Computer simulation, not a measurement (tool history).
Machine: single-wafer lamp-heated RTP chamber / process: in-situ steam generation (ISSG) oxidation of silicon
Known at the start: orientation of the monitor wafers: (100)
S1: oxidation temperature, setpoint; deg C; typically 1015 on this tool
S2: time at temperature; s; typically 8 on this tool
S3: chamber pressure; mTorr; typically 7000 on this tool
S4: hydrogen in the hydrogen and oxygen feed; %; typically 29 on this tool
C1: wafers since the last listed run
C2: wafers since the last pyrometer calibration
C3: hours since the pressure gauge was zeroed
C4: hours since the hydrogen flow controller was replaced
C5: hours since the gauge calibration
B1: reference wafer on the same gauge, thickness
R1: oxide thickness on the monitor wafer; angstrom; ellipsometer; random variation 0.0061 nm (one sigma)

run 1 day=0 | S1=1015 S2=8 S3=7000 S4=29 | C1=0 C2=1627 C3=3204.5 C4=5288.2 C5=331.4 | B1=3.99 | R1=41.25
run 2 day=1.775 | S1=1015 S2=8 S3=7000 S4=29 | C1=408 C2=2036 C3=3247.1 C4=5330.8 C5=374 | B1=3.989 | R1=41.19
run 3 day=4.004 | S1=1015 S2=8 S3=7000 S4=29 | C1=513 C2=2549 C3=3300.6 C4=5384.3 C5=427.5 | B1=3.991 | R1=41.4
-- day=6.75 pyrometer window cleaned and pyrometer calibrated
run 4 day=6.854 | S1=1002 S2=8 S3=8000 S4=29 | C1=579 C2=23 C3=3369 C4=5452.7 C5=495.9 | B1=3.989 | R1=39.25
run 5 day=7.962 | S1=1015 S2=8 S3=8200 S4=29 | C1=255 C2=278 C3=3395.6 C4=5479.3 C5=522.5 | B1=3.989 | R1=41.12
run 6 day=10.45 | S1=1015 S2=8 S3=8200 S4=29 | C1=572 C2=851 C3=3455.3 C4=5539 C5=582.2 | B1=3.99 | R1=41.02
-- day=11.267 pressure gauge zeroed
run 7 day=12.042 | S1=1015 S2=8 S3=7000 S4=29 | C1=289 C2=1141 C3=18.6 C4=5577.2 C5=620.4 | B1=3.992 | R1=41.33
-- day=12.6 hydrogen flow controller replaced
run 8 day=14.138 | S1=1028 S2=9 S3=7000 S4=32 | C1=405 C2=1547 C3=68.9 C4=36.9 C5=670.7 | B1=3.99 | R1=46.99
run 9 day=15.771 | S1=1015 S2=8 S3=8400 S4=26 | C1=376 C2=1923 C3=108.1 C4=76.1 C5=709.9 | B1=3.99 | R1=39.94
-- day=16.833 gauge calibrated
run 10 day=17.271 | S1=1015 S2=8 S3=7000 S4=29 | C1=345 C2=2268 C3=144.1 C4=112.1 C5=10.5 | B1=3.989 | R1=41.47
-- day=19.588 pyrometer window cleaned and pyrometer calibrated
run 11 day=20.108 | S1=997 S2=8 S3=7000 S4=25 | C1=576 C2=119 C3=212.2 C4=180.2 C5=78.6 | B1=3.989 | R1=37.01
run 12 day=22.208 | S1=1015 S2=8 S3=7000 S4=29 | C1=483 C2=603 C3=262.6 C4=230.6 C5=129 | B1=3.989 | R1=41.12
run 13 day=24.183 | S1=1028 S2=9 S3=7000 S4=32 | C1=454 C2=1058 C3=310 C4=278 C5=176.4 | B1=3.99 | R1=46.95
run 14 day=26.108 | S1=1015 S2=7 S3=7000 S4=29 | C1=443 C2=1501 C3=356.2 C4=324.2 C5=222.6 | B1=3.991 | R1=38.97

Below, some changes in R1 between adjacent runs. For each, the amount present without the hidden state too (settings, incoming material, random variation) and the amount remaining for the hidden state with gauge scatter not shared by both compared results:
Hidden state present: true wafer temperature minus pyrometer reading, K; true pressure minus gauge reading, Torr; deviation of the hydrogen flow from its setpoint, %; gauge reads high (%).
Run 10 -> 11: S1 1015 -> 997, S4 29 -> 25, pyrometer window cleaned and pyrometer calibrated. R1 -4.46 angstrom: hidden state -0.45, all else -4.01.
Run 13 -> 14: S1 1028 -> 1015, S2 9 -> 7, S4 32 -> 29. R1 -7.98 angstrom: hidden state -0.08, all else -7.9.

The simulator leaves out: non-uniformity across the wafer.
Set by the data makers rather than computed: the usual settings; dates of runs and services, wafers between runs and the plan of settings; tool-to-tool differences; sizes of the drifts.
